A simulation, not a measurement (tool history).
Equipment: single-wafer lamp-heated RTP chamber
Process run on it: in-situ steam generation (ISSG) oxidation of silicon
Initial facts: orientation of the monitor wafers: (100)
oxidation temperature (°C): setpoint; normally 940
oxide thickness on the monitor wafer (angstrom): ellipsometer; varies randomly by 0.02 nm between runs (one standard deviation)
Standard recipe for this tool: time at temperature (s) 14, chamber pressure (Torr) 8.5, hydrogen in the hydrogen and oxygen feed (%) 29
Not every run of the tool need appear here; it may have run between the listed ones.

run   hour  oxidation temperature (°C)  time at temperature (s)  chamber pressure (Torr)  hydrogen in the hydrogen and oxygen feed (%)  wafers since the last listed run  wafers since the last pyrometer calibration  hours since the pressure gauge was zeroed  hours since the hydrogen flow controller was replaced  hours since the gauge calibration  read-back reference wafer on the same gauge, thickness  oxide thickness on the monitor wafer (angstrom)
  1      0                         940                       14                      8.5                                            29                                 0                                         1159                                     1471.1                                                 6304.8                              177.9                                                   3.876                                            39.62
      16.2  -- pyrometer window cleaned and pyrometer calibrated
  2     21                         940                       14                      8.5                                            29                               192                                           70                                     1492.1                                                 6325.8                              198.9                                                   3.881                                            38.49
      48.6  -- gauge calibrated
  3   52.4                         940                       14                      8.5                                            29                               465                                          536                                     1523.5                                                 6357.2                                3.8                                                   3.876                                            39.31
  4   78.6                         940                       14                      8.5                                            24                               388                                          924                                     1549.7                                                 6383.4                                 30                                                   3.863                                            37.43
  5    107                         940                       14                      8.5                                            24                               421                                         1346                                     1578.1                                                 6411.8                               58.4                                                   3.868                                            37.77
     134.1  -- pyrometer window cleaned and pyrometer calibrated
  6  134.6                         940                       14                      8.5                                            24                               290                                            8                                     1605.7                                                 6439.4                                 86                                                   3.867                                            37.01
  7  148.7                         940                       14                      8.5                                            29                               209                                          217                                     1619.8                                                 6453.5                              100.1                                                   3.871                                            39.32
  8  171.1                         945                       14                      8.5                                            29                               332                                          549                                     1642.2                                                 6475.9                              122.5                                                   3.874                                            39.66
     243.2  -- pyrometer window cleaned and pyrometer calibrated
  9  243.7                         929                       14                      7.2                                            32                               958                                            7                                     1714.8                                                 6548.5                              195.1                                                   3.869                                            39.58
     251.9  -- hydrogen flow controller replaced
     255.5  -- pressure gauge zeroed
 10  270.8                         940                       11                      8.5                                            29                               230                                          237                                       15.3                                                   18.9                              222.2                                                   3.875                                             36.1
     276.1  -- gauge calibrated
 11  302.7                         940                       14                      8.5                                            29                               473                                          711                                       47.2                                                   50.8                               26.6                                                   3.879                                             39.4
     334.3  -- pyrometer window cleaned and pyrometer calibrated
 12  334.8                         927                       10                      9.6                                            22                               357                                            7                                       79.3                                                   82.9                               58.7                                                   3.866                                            31.04
 13  356.1                         952                       12                      9.1                                            29                               315                                          323                                      100.6                                                  104.2                                 80                                                    3.87                                            37.85
 14  380.9                         940                       14                      8.5                                            29                               367                                          691                                      125.4                                                    129                              104.8                                                   3.875                                            39.59

Entry by entry between the runs, the difference in hidden state between the last listed run before and the first listed run after:
Logged between run 1 and run 2: pyrometer window cleaned and pyrometer calibrated (hour 16.2)
  true wafer temperature minus pyrometer reading, K: 8 -> 0.871
  measured value less the no-hidden-state value, oxide thickness on the monitor wafer (angstrom): +0.79 -> +0.09
Logged between run 2 and run 3: gauge calibrated (hour 48.6)
  true wafer temperature minus pyrometer reading, K: 0.871 -> 3.91
  measured value less the no-hidden-state value, oxide thickness on the monitor wafer (angstrom): +0.09 -> +0.38
Logged between run 5 and run 6: pyrometer window cleaned and pyrometer calibrated (hour 134.1)
  true wafer temperature minus pyrometer reading, K: 9.19 -> 0.69
  measured value less the no-hidden-state value, oxide thickness on the monitor wafer (angstrom): +0.87 -> +0.06
Logged between run 8 and run 9: pyrometer window cleaned and pyrometer calibrated (hour 243.2)
  true wafer temperature minus pyrometer reading, K: 4.22 -> 0.701
  measured value less the no-hidden-state value, oxide thickness on the monitor wafer (angstrom): +0.43 -> +0.07
Logged between run 9 and run 10: hydrogen flow controller replaced (hour 251.9); pressure gauge zeroed (hour 255.5)
  true wafer temperature minus pyrometer reading, K: 0.701 -> 3.32
  measured value less the no-hidden-state value, oxide thickness on the monitor wafer (angstrom): +0.07 -> +0.26
Logged between run 10 and run 11: gauge calibrated (hour 276.1)
  true wafer temperature minus pyrometer reading, K: 3.32 -> 6.41
  measured value less the no-hidden-state value, oxide thickness on the monitor wafer (angstrom): +0.26 -> +0.63
Logged between run 11 and run 12: pyrometer window cleaned and pyrometer calibrated (hour 334.3)
  true wafer temperature minus pyrometer reading, K: 6.41 -> 1.47
  measured value less the no-hidden-state value, oxide thickness on the monitor wafer (angstrom): +0.63 -> +0.09
